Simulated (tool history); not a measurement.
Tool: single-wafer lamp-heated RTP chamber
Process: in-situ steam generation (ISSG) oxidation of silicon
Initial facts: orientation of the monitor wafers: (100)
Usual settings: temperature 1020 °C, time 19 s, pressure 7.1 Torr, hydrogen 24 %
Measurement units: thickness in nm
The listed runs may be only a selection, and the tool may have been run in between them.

| run | hour | temperature | time | pressure | hydrogen | read-back reference wafer on the same gauge, thickness | thickness |
|---|---|---|---|---|---|---|---|
| 1 | 0 | 1020 | 19 | 7.1 | 24 | 6.734 | 6.178 |
| 2 | 14.8 | 1020 | 19 | 7.1 | 17 | 6.727 | 5.686 |
| 3 | 22.1 | 1020 | 19 | 7.1 | 17 | 6.733 | 5.692 |
| 4 | 31.6 | 1020 | 19 | 7.1 | 17 | 6.729 | 5.698 |
| 5 | 46.6 | 1020 | 19 | 7.1 | 24 | 6.742 | 6.21 |
| 6 | 57 | 1020 | 19 | 7.1 | 24 | 6.737 | 6.186 |
| 7 | 72.9 | 1020 | 19 | 7.1 | 24 | 6.734 | 6.163 |
| 8 | 82.2 | 1020 | 19 | 7.1 | 24 | 6.728 | 6.192 |
| 9 | 99.7 | 1020 | 19 | 7.1 | 24 | 6.734 | 6.162 |
| 10 | 107.3 | 1020 | 19 | 7.1 | 24 | 6.728 | 6.163 |
| 11 | 121.1 | 1020 | 19 | 7.1 | 24 | 6.726 | 6.204 |
| 12 | 134.2 | 1013 | 19 | 7.1 | 24 | 6.728 | 6.019 |
| 13 | 140.8 | 1013 | 19 | 7.1 | 24 | 6.726 | 5.979 |
| 14 | 158.3 | 1020 | 19 | 7.1 | 24 | 6.73 | 6.177 |
| 15 | 167.7 | 1020 | 19 | 7.1 | 24 | 6.729 | 6.242 |
| 16 | 185 | 1034 | 17 | 6.9 | 24 | 6.722 | 6.257 |
| 17 | 197 | 1026 | 19 | 7.1 | 32 | 6.735 | 6.886 |
| 18 | 210.7 | 1039 | 26 | 7.1 | 24 | 6.733 | 7.998 |
| 19 | 223.3 | 1030 | 16 | 8.5 | 28 | 6.729 | 6.204 |
|  | 236.2 | hydrogen flow controller replaced |
| 20 | 236.7 | 1020 | 19 | 7.1 | 32 | 6.721 | 6.674 |
|  | 238.8 | gauge calibrated |
|  | 245.8 | pyrometer window cleaned and pyrometer calibrated |
| 21 | 246.3 | 1035 | 19 | 7.1 | 24 | 6.728 | 6.659 |
| 22 | 257.6 | 1020 | 19 | 7.1 | 24 | 6.729 | 6.203 |
|  | 275.4 | pressure gauge zeroed |
| 23 | 275.9 | 1020 | 19 | 7.8 | 24 | 6.726 | 6.196 |
| 24 | 289.3 | 1034 | 12 | 6.9 | 32 | 6.726 | 5.763 |
| 25 | 305.7 | 1020 | 19 | 7.1 | 24 | 6.729 | 6.186 |
| 26 | 321.2 | 1020 | 24 | 7.1 | 31 | 6.725 | 7.436 |
| 27 | 327.8 | 1020 | 19 | 6.9 | 18 | 6.734 | 5.784 |
| 28 | 342.6 | 1020 | 23 | 7.1 | 15 | 6.737 | 6.062 |
| 29 | 355.2 | 1020 | 19 | 7.1 | 24 | 6.72 | 6.187 |
| 30 | 362.9 | 1020 | 19 | 7.1 | 24 | 6.722 | 6.195 |

What if the next run were any one of these 4? Each begins from the tool's condition after run 30:
| A | 363.3 | 1020 | 19 | 7.1 | 24 | ? | ? |
| B | 363.3 | 1020 | 19 | 8.5 | 24 | ? | ? |
| C | 363.3 | 1039 | 25 | 7.1 | 24 | ? | ? |
| D | 363.3 | 1020 | 22 | 7.1 | 24 | ? | ? |

| run | read-back reference wafer on the same gauge, thickness | thickness |
|---|---|---|
| A | 6.73 | 6.204 |
| B | 6.73 | 6.192 |
| C | 6.73 | 7.819 |
| D | 6.73 | 6.661 |
Without the tool's hidden state the same runs would have given:
| run | thickness |
|---|---|
| A | 6.204 |
| B | 6.192 |
| C | 7.819 |
| D | 6.661 |
